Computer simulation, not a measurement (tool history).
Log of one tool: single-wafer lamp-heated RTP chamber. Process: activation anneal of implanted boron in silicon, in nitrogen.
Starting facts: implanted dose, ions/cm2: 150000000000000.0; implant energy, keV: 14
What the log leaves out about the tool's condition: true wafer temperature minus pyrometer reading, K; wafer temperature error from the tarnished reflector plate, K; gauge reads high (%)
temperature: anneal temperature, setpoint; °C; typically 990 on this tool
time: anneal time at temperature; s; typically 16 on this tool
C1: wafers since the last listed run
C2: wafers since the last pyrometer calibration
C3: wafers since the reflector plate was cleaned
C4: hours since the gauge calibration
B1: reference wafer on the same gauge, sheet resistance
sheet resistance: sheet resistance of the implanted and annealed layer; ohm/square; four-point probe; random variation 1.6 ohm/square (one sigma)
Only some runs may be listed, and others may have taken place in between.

run 1 hour=0.0 | temperature=977 time=16 | C1=0 C2=2948 C3=4969 C4=1008.8 | B1=803.06 | sheet_resistance=704.63
-- hour=34.9 reflector plate cleaned
run 2 hour=35.4 | temperature=977 time=16 | C1=299 C2=3248 C3=5 C4=1044.2 | B1=802.62 | sheet_resistance=702.43
run 3 hour=47.1 | temperature=977 time=16 | C1=128 C2=3376 C3=133 C4=1055.9 | B1=802.34 | sheet_resistance=701.32
-- hour=78.9 pyrometer window cleaned and pyrometer calibrated
run 4 hour=128.4 | temperature=1009 time=16 | C1=802 C2=542 C3=936 C4=1137.2 | B1=803.23 | sheet_resistance=688.82
-- hour=136.5 gauge calibrated
run 5 hour=164.3 | temperature=1009 time=16 | C1=392 C2=935 C3=1329 C4=27.8 | B1=802.50 | sheet_resistance=689.61
run 6 hour=176.9 | temperature=1009 time=16 | C1=137 C2=1072 C3=1466 C4=40.4 | B1=803.11 | sheet_resistance=687.20
run 7 hour=191.8 | temperature=990 time=16 | C1=163 C2=1236 C3=1630 C4=55.3 | B1=803.02 | sheet_resistance=693.43
run 8 hour=206.3 | temperature=990 time=9 | C1=158 C2=1394 C3=1788 C4=69.8 | B1=802.82 | sheet_resistance=696.40
run 9 hour=233.5 | temperature=1011 time=16 | C1=297 C2=1692 C3=2086 C4=97.0 | B1=802.90 | sheet_resistance=687.30
run 10 hour=257.9 | temperature=990 time=16 | C1=267 C2=1959 C3=2353 C4=121.4 | B1=803.49 | sheet_resistance=694.73
run 11 hour=271.3 | temperature=1007 time=24 | C1=146 C2=2106 C3=2500 C4=134.8 | B1=803.16 | sheet_resistance=687.80
run 12 hour=285.9 | temperature=990 time=16 | C1=159 C2=2266 C3=2659 C4=149.4 | B1=803.68 | sheet_resistance=694.65
run 13 hour=304.3 | temperature=962 time=21 | C1=201 C2=2467 C3=2861 C4=167.8 | B1=802.95 | sheet_resistance=718.35
run 14 hour=320.7 | temperature=990 time=25 | C1=179 C2=2646 C3=3040 C4=184.2 | B1=803.03 | sheet_resistance=693.50
run 15 hour=339.5 | temperature=990 time=16 | C1=205 C2=2852 C3=3246 C4=203.0 | B1=802.84 | sheet_resistance=696.82
run 16 hour=373.6 | temperature=990 time=16 | C1=373 C2=3225 C3=3619 C4=237.1 | B1=802.94 | sheet_resistance=695.02
-- hour=385.8 pyrometer window cleaned and pyrometer calibrated
run 17 hour=408.6 | temperature=960 time=16 | C1=295 C2=249 C3=3915 C4=272.1 | B1=802.53 | sheet_resistance=729.27
run 18 hour=427.9 | temperature=963 time=12 | C1=211 C2=460 C3=4126 C4=291.4 | B1=803.40 | sheet_resistance=726.54
run 19 hour=443.6 | temperature=978 time=26 | C1=171 C2=632 C3=4298 C4=307.1 | B1=802.95 | sheet_resistance=695.41
-- hour=470.7 reflector plate cleaned
run 20 hour=477.1 | temperature=990 time=16 | C1=279 C2=911 C3=70 C4=340.6 | B1=803.13 | sheet_resistance=694.03
run 21 hour=499.0 | temperature=1011 time=25 | C1=239 C2=1151 C3=309 C4=362.5 | B1=802.53 | sheet_resistance=689.36
run 22 hour=514.5 | temperature=977 time=12 | C1=169 C2=1320 C3=479 C4=378.0 | B1=802.94 | sheet_resistance=704.22
run 23 hour=531.0 | temperature=1000 time=26 | C1=180 C2=1501 C3=660 C4=394.5 | B1=803.01 | sheet_resistance=690.29
run 24 hour=549.7 | temperature=981 time=10 | C1=204 C2=1706 C3=864 C4=413.2 | B1=802.88 | sheet_resistance=702.33
run 25 hour=572.7 | temperature=1005 time=8 | C1=251 C2=1957 C3=1116 C4=436.2 | B1=802.42 | sheet_resistance=690.38
run 26 hour=605.4 | temperature=990 time=16 | C1=357 C2=2315 C3=1474 C4=468.9 | B1=802.82 | sheet_resistance=695.54
run 27 hour=620.7 | temperature=980 time=9 | C1=167 C2=2483 C3=1641 C4=484.2 | B1=802.75 | sheet_resistance=705.53
run 28 hour=644.9 | temperature=990 time=16 | C1=264 C2=2748 C3=1906 C4=508.4 | B1=802.51 | sheet_resistance=693.29
run 29 hour=677.7 | temperature=1010 time=10 | C1=359 C2=3107 C3=2265 C4=541.2 | B1=803.67 | sheet_resistance=691.31
run 30 hour=700.2 | temperature=1006 time=25 | C1=246 C2=3353 C3=2512 C4=563.7 | B1=802.91 | sheet_resistance=686.47
-- hour=710.7 pyrometer window cleaned and pyrometer calibrated
run 31 hour=720.4 | temperature=990 time=22 | C1=133 C2=106 C3=2645 C4=583.9 | B1=803.20 | sheet_resistance=693.92
run 32 hour=739.0 | temperature=990 time=16 | C1=203 C2=310 C3=2849 C4=602.5 | B1=802.87 | sheet_resistance=693.74
run 33 hour=760.7 | temperature=1012 time=10 | C1=237 C2=547 C3=3086 C4=624.2 | B1=802.89 | sheet_resistance=689.31
run 34 hour=795.2 | temperature=969 time=13 | C1=377 C2=925 C3=3464 C4=658.7 | B1=802.83 | sheet_resistance=716.92
run 35 hour=813.1 | temperature=1000 time=7 | C1=195 C2=1121 C3=3660 C4=676.6 | B1=802.78 | sheet_resistance=695.38
run 36 hour=845.6 | temperature=1009 time=8 | C1=355 C2=1476 C3=4015 C4=709.1 | B1=803.82 | sheet_resistance=690.01
run 37 hour=873.8 | temperature=963 time=13 | C1=308 C2=1785 C3=4324 C4=737.3 | B1=802.90 | sheet_resistance=724.46

Alternative continuations, all from the tool just after run 37; predict every row:
run A hour=874.2 | temperature=990 time=16 | C1=4 C2=1789 C3=4328 C4=737.7 | B1=? | sheet_resistance=?
run B hour=874.2 | temperature=990 time=20 | C1=4 C2=1789 C3=4328 C4=737.7 | B1=? | sheet_resistance=?
run C hour=874.2 | temperature=969 time=25 | C1=4 C2=1789 C3=4328 C4=737.7 | B1=? | sheet_resistance=?
run D hour=874.2 | temperature=965 time=16 | C1=4 C2=1789 C3=4328 C4=737.7 | B1=? | sheet_resistance=?

run=A B1=803.18 sheet_resistance=694.23
run=B B1=803.18 sheet_resistance=693.09
run=C B1=803.18 sheet_resistance=706.69
run=D B1=803.18 sheet_resistance=718.12
Stripped of hidden state, with their random variation kept, the same runs would have yielded:
run=A sheet_resistance=694.23
run=B sheet_resistance=693.09
run=C sheet_resistance=706.69
run=D sheet_resistance=718.12
